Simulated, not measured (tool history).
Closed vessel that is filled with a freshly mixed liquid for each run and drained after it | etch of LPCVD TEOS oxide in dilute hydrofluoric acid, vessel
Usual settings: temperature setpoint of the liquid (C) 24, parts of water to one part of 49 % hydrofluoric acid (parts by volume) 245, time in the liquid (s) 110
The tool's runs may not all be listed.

run,day,temperature setpoint of the liquid (C),parts of water to one part of 49 % hydrofluoric acid (parts by volume),time in the liquid (s),wafers since the last listed run,hours since the thermometer was replaced,hours since the hydrofluoric acid flow meter was replaced,hours since the gauge calibration,"read-back film thickness of the LPCVD TEOS oxide reference wafer, read on the same gauge (nm)",thickness taken off the LPCVD TEOS oxide on a monitor wafer (nm)
1,0,24,245,110,0,1921,982.5,460.1,30,12.26
2,0.912,24,245,150,1442,1942.9,1004.4,482,29.98,16.62
3,1.575,24,245,150,1047,1958.8,1020.3,497.9,30.03,16.73
4,2.283,24,245,95,1119,1975.8,1037.3,514.9,30.02,10.53
5,3.221,24,245,65,1481,1998.3,1059.8,537.4,29.99,7.23
6,4.429,24,245,65,1909,2027.3,1088.8,566.4,29.98,7.26
7,4.979,24,245,110,869,2040.5,1102,579.6,30.02,12.23
8,6.15,24,245,110,1850,2068.6,1130.1,607.7,29.99,12.22
9,7.521,24,245,110,2166,2101.5,1163,640.6,29.99,12.21
10,8.192,24,245,110,1060,2117.6,1179.1,656.7,29.99,12.23
11,9.683,24,245,110,2357,2153.4,1214.9,692.5,30.01,12.16
# day 10.683: gauge calibrated
12,10.917,24,245,110,1949,2183,1244.5,5.6,30.02,12.22
13,11.671,24,290,110,1192,2201.1,1262.6,23.7,29.99,9.9
14,13.075,24,245,110,2219,2234.8,1296.3,57.4,30,12.07
15,13.829,25.5,245,85,1192,2252.9,1314.4,75.5,29.99,9.91
16,14.454,19,350,160,987,2267.9,1329.4,90.5,30,9.42
17,14.992,27,245,110,849,2280.8,1342.3,103.4,30.01,13.58
# day 15.583: hydrofluoric acid flow meter replaced
18,15.858,26,360,90,1303,2301.6,6.6,124.2,30,6.51
19,18.612,29,345,160,4353,2367.7,72.7,190.3,29.99,13.53
20,19.475,24,245,170,1363,2388.4,93.4,211,30,18.54
21,20.188,25.5,245,110,1126,2405.5,110.5,228.1,30.01,12.78
22,21.596,24,185,65,2226,2439.3,144.3,261.9,29.98,10.03

The next listed run, before its measurement:
# day 21.771: thermometer replaced
23,23.088,21.5,305,85,2291,31.6,180.1,297.7,?,?

Run 23 gave read-back film thickness of the LPCVD TEOS oxide reference wafer, read on the same gauge (nm) 30, thickness taken off the LPCVD TEOS oxide on a monitor wafer (nm) 6.93.
Without the tool's hidden state the same run would have given thickness taken off the LPCVD TEOS oxide on a monitor wafer (nm) 7.02.
